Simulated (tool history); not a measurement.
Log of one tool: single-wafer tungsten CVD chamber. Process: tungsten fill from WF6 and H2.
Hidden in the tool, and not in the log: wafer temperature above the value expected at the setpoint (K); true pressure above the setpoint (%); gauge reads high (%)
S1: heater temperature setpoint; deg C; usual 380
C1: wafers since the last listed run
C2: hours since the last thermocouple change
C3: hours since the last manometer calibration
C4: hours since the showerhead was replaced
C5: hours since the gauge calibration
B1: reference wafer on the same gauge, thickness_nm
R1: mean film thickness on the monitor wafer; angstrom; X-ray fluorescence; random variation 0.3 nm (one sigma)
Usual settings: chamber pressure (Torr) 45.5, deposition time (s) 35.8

Run 1, hour 0: usual settings but deposition time (s) 31.6; C1 0; C2 848.8; C3 1794; C4 4616; C5 629.8; B1 93.994. Result: R1 710.64 angstrom.
Run 2, hour 34.4: usual settings but S1 373 deg C, chamber pressure (Torr) 38.5; C1 522; C2 883.2; C3 1828.4; C4 4650.4; C5 664.2; B1 94.003. Result: R1 640.93 angstrom.
Run 3, hour 49.8: usual settings but S1 373 deg C, chamber pressure (Torr) 38.5; C1 234; C2 898.6; C3 1843.8; C4 4665.8; C5 679.6; B1 93.993. Result: R1 635.67 angstrom.
Run 4, hour 69.3: usual settings; C1 296; C2 918.1; C3 1863.3; C4 4685.3; C5 699.1; B1 94.006. Result: R1 800.71 angstrom.
Run 5, hour 92.2: usual settings; C1 348; C2 941; C3 1886.2; C4 4708.2; C5 722; B1 94.01. Result: R1 808.44 angstrom.
Run 6, hour 124.2: usual settings; C1 486; C2 973; C3 1918.2; C4 4740.2; C5 754; B1 93.974. Result: R1 801.85 angstrom.
Run 7, hour 150: usual settings; C1 392; C2 998.8; C3 1944; C4 4766; C5 779.8; B1 93.947. Result: R1 800.29 angstrom.
Run 8, hour 181.8: usual settings; C1 483; C2 1030.6; C3 1975.8; C4 4797.8; C5 811.6; B1 93.987. Result: R1 803.61 angstrom.
Run 9, hour 212.6: usual settings; C1 468; C2 1061.4; C3 2006.6; C4 4828.6; C5 842.4; B1 94.035. Result: R1 800.42 angstrom.
Run 10, hour 247.3: usual settings; C1 527; C2 1096.1; C3 2041.3; C4 4863.3; C5 877.1; B1 93.869. Result: R1 798.74 angstrom.
At hour 260: capacitance manometer re-zeroed and calibrated.
At hour 264.3: showerhead replaced.
Run 11, hour 271.2: usual settings; C1 175; C2 1120; C3 11.2; C4 6.9; C5 901; B1 94.022. Result: R1 824.02 angstrom.
Run 12, hour 303.6: usual settings; C1 492; C2 1152.4; C3 43.6; C4 39.3; C5 933.4; B1 94.045. Result: R1 824.86 angstrom.
Run 13, hour 316: usual settings; C1 188; C2 1164.8; C3 56; C4 51.7; C5 945.8; B1 94.022. Result: R1 826.97 angstrom.
Run 14, hour 347.6: usual settings; C1 480; C2 1196.4; C3 87.6; C4 83.3; C5 977.4; B1 94.033. Result: R1 823.38 angstrom.
Run 15, hour 380.3: usual settings; C1 497; C2 1229.1; C3 120.3; C4 116; C5 1010.1; B1 93.972. Result: R1 817.85 angstrom.
Run 16, hour 402.2: usual settings but S1 393 deg C, deposition time (s) 41.7; C1 332; C2 1251; C3 142.2; C4 137.9; C5 1032; B1 94.021. Result: R1 1281.53 angstrom.
At hour 416.3: gauge calibrated.
Run 17, hour 434.5: usual settings but chamber pressure (Torr) 49.2, deposition time (s) 29; C1 490; C2 1283.3; C3 174.5; C4 170.2; C5 18.2; B1 93.979. Result: R1 682.73 angstrom.
Run 18, hour 468.7: usual settings; C1 519; C2 1317.5; C3 208.7; C4 204.4; C5 52.4; B1 94.019. Result: R1 815.02 angstrom.
Run 19, hour 483.2: usual settings but S1 385 deg C, chamber pressure (Torr) 40.2, deposition time (s) 42.3; C1 220; C2 1332; C3 223.2; C4 218.9; C5 66.9; B1 94.053. Result: R1 1034.78 angstrom.
Run 20, hour 504.7: usual settings; C1 326; C2 1353.5; C3 244.7; C4 240.4; C5 88.4; B1 93.931. Result: R1 817.42 angstrom.
At hour 600.2: thermocouple changed; heater temperature recalibrated.
Run 21, hour 600.7: usual settings but S1 392 deg C, chamber pressure (Torr) 48.5, deposition time (s) 33.1; C1 1337; C2 0.5; C3 340.7; C4 336.4; C5 184.4; B1 93.969. Result: R1 1075.73 angstrom.
Run 22, hour 625.1: usual settings but S1 391 deg C, chamber pressure (Torr) 40.6, deposition time (s) 38.3; C1 370; C2 24.9; C3 365.1; C4 360.8; C5 208.8; B1 94.068. Result: R1 1131.02 angstrom.
Run 23, hour 637.8: usual settings but S1 390 deg C, deposition time (s) 39.1; C1 193; C2 37.6; C3 377.8; C4 373.5; C5 221.5; B1 94.012. Result: R1 1178.41 angstrom.
Run 24, hour 666.4: usual settings but S1 374 deg C, chamber pressure (Torr) 37.3, deposition time (s) 33; C1 434; C2 66.2; C3 406.4; C4 402.1; C5 250.1; B1 94.079. Result: R1 635.23 angstrom.
Run 25, hour 693.1: usual settings but chamber pressure (Torr) 48.9; C1 405; C2 92.9; C3 433.1; C4 428.8; C5 276.8; B1 94.065. Result: R1 882.01 angstrom.
Run 26, hour 715.5: usual settings but chamber pressure (Torr) 50.2; C1 340; C2 115.3; C3 455.5; C4 451.2; C5 299.2; B1 94.042. Result: R1 885.35 angstrom.
Run 27, hour 738.8: usual settings but S1 394 deg C, deposition time (s) 39.4; C1 354; C2 138.6; C3 478.8; C4 474.5; C5 322.5; B1 94.077. Result: R1 1281.2 angstrom.
Run 28, hour 763.1: usual settings; C1 369; C2 162.9; C3 503.1; C4 498.8; C5 346.8; B1 93.927. Result: R1 842.92 angstrom.
Run 29, hour 777.2: usual settings but S1 369 deg C, chamber pressure (Torr) 38.8, deposition time (s) 31.7; C1 214; C2 177; C3 517.2; C4 512.9; C5 360.9; B1 93.978. Result: R1 542.17 angstrom.
Run 30, hour 789.9: usual settings but S1 390 deg C; C1 193; C2 189.7; C3 529.9; C4 525.6; C5 373.6; B1 93.985. Result: R1 1057.52 angstrom.
Run 31, hour 807.5: usual settings; C1 267; C2 207.3; C3 547.5; C4 543.2; C5 391.2; B1 93.906. Result: R1 849.03 angstrom.
Run 32, hour 841.7: usual settings but S1 369 deg C, chamber pressure (Torr) 51.2, deposition time (s) 29.3; C1 519; C2 241.5; C3 581.7; C4 577.4; C5 425.4; B1 93.994. Result: R1 555.89 angstrom.
Run 33, hour 870.8: usual settings but S1 367 deg C, chamber pressure (Torr) 49.2; C1 442; C2 270.6; C3 610.8; C4 606.5; C5 454.5; B1 94.054. Result: R1 632.86 angstrom.
Run 34, hour 905.4: usual settings; C1 525; C2 305.2; C3 645.4; C4 641.1; C5 489.1; B1 93.967. Result: R1 834.56 angstrom.
Run 35, hour 919.2: usual settings but chamber pressure (Torr) 49.5, deposition time (s) 29.4; C1 209; C2 319; C3 659.2; C4 654.9; C5 502.9; B1 93.977. Result: R1 707.21 angstrom.

What the log doesn't show, run by run:
gauge reads high (%): 0 in every run
H1: wafer temperature above the value expected at the setpoint (K)
H2: true pressure above the setpoint (%)
run        H1      H2
  1      -2.2   -7.85
  2     -2.22   -7.88
  3     -2.23   -7.89
  4     -2.25   -7.91
  5     -2.26   -7.92
  6     -2.28   -7.95
  7      -2.3   -7.96
  8     -2.32   -7.99
  9     -2.34   -8.01
 10     -2.35   -8.03
 11     -2.36  -0.526
 12     -2.38  -0.917
 13     -2.38   -1.06
 14      -2.4   -1.42
 15     -2.41   -1.77
 16     -2.42      -2
 17     -2.43   -2.32
 18     -2.44   -2.64
 19     -2.44   -2.77
 20     -2.45   -2.96
 21     0.173   -3.74
 22    0.0568   -3.92
 23  -0.00113   -4.01
 24    -0.126   -4.21
 25    -0.236   -4.39
 26    -0.324   -4.54
 27    -0.411   -4.68
 28    -0.497   -4.83
 29    -0.545   -4.91
 30    -0.588   -4.99
 31    -0.644   -5.08
 32    -0.748   -5.27
 33    -0.831   -5.42
 34    -0.923   -5.59
 35    -0.958   -5.66

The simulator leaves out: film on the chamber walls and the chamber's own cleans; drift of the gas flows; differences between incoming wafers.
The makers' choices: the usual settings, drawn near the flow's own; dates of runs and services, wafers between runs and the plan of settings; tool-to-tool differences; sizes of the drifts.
